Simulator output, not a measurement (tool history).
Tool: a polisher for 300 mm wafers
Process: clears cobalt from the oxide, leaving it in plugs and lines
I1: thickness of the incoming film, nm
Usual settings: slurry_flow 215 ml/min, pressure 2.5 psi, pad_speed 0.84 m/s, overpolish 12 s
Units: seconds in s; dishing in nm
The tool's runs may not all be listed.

{"run": 1, "hour": 0.0, "slurry_flow": 215, "pressure": 2.5, "pad_speed": 0.84, "overpolish": 12, "I1": 179.4, "seconds": 31.5, "dishing": 31.4}
{"run": 2, "hour": 104.9, "slurry_flow": 215, "pressure": 2.5, "pad_speed": 0.84, "overpolish": 12, "I1": 181.3, "seconds": 30.6, "dishing": 34}
{"run": 3, "hour": 211.6, "slurry_flow": 215, "pressure": 2.5, "pad_speed": 0.84, "overpolish": 12, "I1": 180, "seconds": 31, "dishing": 34}
{"run": 4, "hour": 315.3, "slurry_flow": 215, "pressure": 3.2, "pad_speed": 0.62, "overpolish": 12, "I1": 180, "seconds": 29.3, "dishing": 34.2}
{"run": 5, "hour": 363.1, "slurry_flow": 215, "pressure": 3.2, "pad_speed": 0.62, "overpolish": 12, "I1": 179.9, "seconds": 29.1, "dishing": 32.9}
{"hour": 388.2, "done": "head pressure recalibrated"}
{"hour": 450.1, "done": "slurry nozzle cleaned"}
{"run": 6, "hour": 535.1, "slurry_flow": 215, "pressure": 3.2, "pad_speed": 0.62, "overpolish": 12, "I1": 177.6, "seconds": 31.5, "dishing": 33.5}
{"run": 7, "hour": 625.6, "slurry_flow": 215, "pressure": 2.5, "pad_speed": 0.84, "overpolish": 12, "I1": 178.2, "seconds": 31.6, "dishing": 32.1}
{"run": 8, "hour": 696.4, "slurry_flow": 215, "pressure": 2.5, "pad_speed": 0.84, "overpolish": 12, "I1": 180.4, "seconds": 32, "dishing": 33.8}
{"hour": 736.1, "done": "worn pad replaced by a new one"}
{"run": 9, "hour": 799.4, "slurry_flow": 215, "pressure": 2.5, "pad_speed": 0.84, "overpolish": 14, "I1": 180.1, "seconds": 32.3, "dishing": 33.7}
{"run": 10, "hour": 885.0, "slurry_flow": 215, "pressure": 2.5, "pad_speed": 0.94, "overpolish": 12, "I1": 181, "seconds": 28.8, "dishing": 33.3}
{"run": 11, "hour": 940.3, "slurry_flow": 215, "pressure": 2.5, "pad_speed": 0.68, "overpolish": 15, "I1": 182.3, "seconds": 37.2, "dishing": 34.6}
{"run": 12, "hour": 1039.5, "slurry_flow": 275, "pressure": 2.5, "pad_speed": 0.84, "overpolish": 14, "I1": 182.7, "seconds": 31.3, "dishing": 36.3}
{"run": 13, "hour": 1145.0, "slurry_flow": 270, "pressure": 2.5, "pad_speed": 0.96, "overpolish": 12, "I1": 178, "seconds": 27.2, "dishing": 33.6}
{"run": 14, "hour": 1234.3, "slurry_flow": 190, "pressure": 2.5, "pad_speed": 0.84, "overpolish": 7, "I1": 176.5, "seconds": 30.3, "dishing": 24.1}
{"run": 15, "hour": 1310.9, "slurry_flow": 250, "pressure": 2.5, "pad_speed": 0.84, "overpolish": 8, "I1": 181.2, "seconds": 29.4, "dishing": 28.4}
{"hour": 1348.4, "done": "slurry nozzle cleaned"}
{"hour": 1403.8, "done": "head pressure recalibrated"}
{"run": 16, "hour": 1404.1, "slurry_flow": 215, "pressure": 2.5, "pad_speed": 0.84, "overpolish": 16, "I1": 181, "seconds": 32.4, "dishing": 35.4}
{"run": 17, "hour": 1508.8, "slurry_flow": 155, "pressure": 2.5, "pad_speed": 0.64, "overpolish": 12, "I1": 179.1, "seconds": 40.5, "dishing": 28.5}
{"run": 18, "hour": 1579.4, "slurry_flow": 165, "pressure": 2.9, "pad_speed": 0.84, "overpolish": 12, "I1": 179.2, "seconds": 28.4, "dishing": 34.2}
{"run": 19, "hour": 1680.0, "slurry_flow": 270, "pressure": 2.5, "pad_speed": 0.84, "overpolish": 17, "I1": 180.8, "seconds": 31, "dishing": 38.2}
{"hour": 1735.4, "done": "worn pad replaced by a new one"}
{"run": 20, "hour": 1784.2, "slurry_flow": 215, "pressure": 2.5, "pad_speed": 0.84, "overpolish": 12, "I1": 180.5, "seconds": 31.4, "dishing": 32.2}
{"run": 21, "hour": 1891.3, "slurry_flow": 215, "pressure": 2.5, "pad_speed": 0.84, "overpolish": 12, "I1": 181.4, "seconds": 31.2, "dishing": 33.7}
{"run": 22, "hour": 2127.2, "slurry_flow": 215, "pressure": 2.5, "pad_speed": 0.84, "overpolish": 12, "I1": 180, "seconds": 30.8, "dishing": 32.4}
{"hour": 2166.1, "done": "slurry nozzle cleaned"}
{"run": 23, "hour": 2192.1, "slurry_flow": 215, "pressure": 2.5, "pad_speed": 0.94, "overpolish": 12, "I1": 180.7, "seconds": 27.7, "dishing": 33.7}
{"run": 24, "hour": 2254.7, "slurry_flow": 215, "pressure": 1.8, "pad_speed": 0.72, "overpolish": 12, "I1": 181.3, "seconds": 45.9, "dishing": 26.9}
{"hour": 2299.5, "done": "head pressure recalibrated"}
{"run": 25, "hour": 2313.4, "slurry_flow": 175, "pressure": 2.1, "pad_speed": 1.04, "overpolish": 7, "I1": 182.8, "seconds": 36.2, "dishing": 23}
{"run": 26, "hour": 2380.3, "slurry_flow": 215, "pressure": 2.5, "pad_speed": 0.84, "overpolish": 19, "I1": 180.1, "seconds": 34, "dishing": 38.1}
{"run": 27, "hour": 2477.2, "slurry_flow": 215, "pressure": 1.8, "pad_speed": 1, "overpolish": 12, "I1": 180.9, "seconds": 40.7, "dishing": 29.6}
{"run": 28, "hour": 2634.5, "slurry_flow": 215, "pressure": 2.5, "pad_speed": 0.84, "overpolish": 12, "I1": 179.6, "seconds": 33, "dishing": 31.6}
{"run": 29, "hour": 2700.2, "slurry_flow": 215, "pressure": 2.5, "pad_speed": 0.84, "overpolish": 12, "I1": 183.1, "seconds": 32.6, "dishing": 31.6}
{"hour": 2742.8, "done": "worn pad replaced by a new one"}
{"run": 30, "hour": 2746.8, "slurry_flow": 215, "pressure": 2.5, "pad_speed": 0.84, "overpolish": 9, "I1": 181.6, "seconds": 33.3, "dishing": 27.6}
{"run": 31, "hour": 2793.9, "slurry_flow": 215, "pressure": 2.5, "pad_speed": 0.84, "overpolish": 12, "I1": 178.6, "seconds": 32.8, "dishing": 32.1}
{"run": 32, "hour": 2860.3, "slurry_flow": 215, "pressure": 2.5, "pad_speed": 0.64, "overpolish": 12, "I1": 182.1, "seconds": 39.1, "dishing": 29}
{"run": 33, "hour": 2924.0, "slurry_flow": 240, "pressure": 2.5, "pad_speed": 0.76, "overpolish": 12, "I1": 178.6, "seconds": 34.6, "dishing": 30.9}
{"hour": 2968.3, "done": "slurry nozzle cleaned"}
{"run": 34, "hour": 3023.2, "slurry_flow": 160, "pressure": 2.5, "pad_speed": 0.84, "overpolish": 12, "I1": 177.7, "seconds": 30.7, "dishing": 33.6}

Some steps in seconds between neighbouring runs. How much of each would the tool show without its hidden state too (settings, what came in, random variation), and how much is left for the hidden state, with any gauge scatter that isn't in both results?
The hidden state here: removal rate lost through wear of the pad, %; slurry flow missing at the pad, %; deviation of the head's pressure from its setpoint, %.
Run 5 -> 6: head pressure recalibrated, slurry nozzle cleaned. seconds +2.4 s: hidden state +2.1, all else +0.3.
Run 17 -> 18: slurry_flow 155 -> 165, pressure 2.5 -> 2.9, pad_speed 0.64 -> 0.84. seconds -12.1 s: hidden state +0.1, all else -12.2.
Run 23 -> 24: pressure 2.5 -> 1.8, pad_speed 0.94 -> 0.72. seconds +18.2 s: hidden state -2.4, all else +20.6.
Run 24 -> 25: slurry_flow 215 -> 175, pressure 1.8 -> 2.1, pad_speed 0.72 -> 1.04, overpolish 12 -> 7, head pressure recalibrated. seconds -9.7 s: hidden state +6.8, all else -16.5.
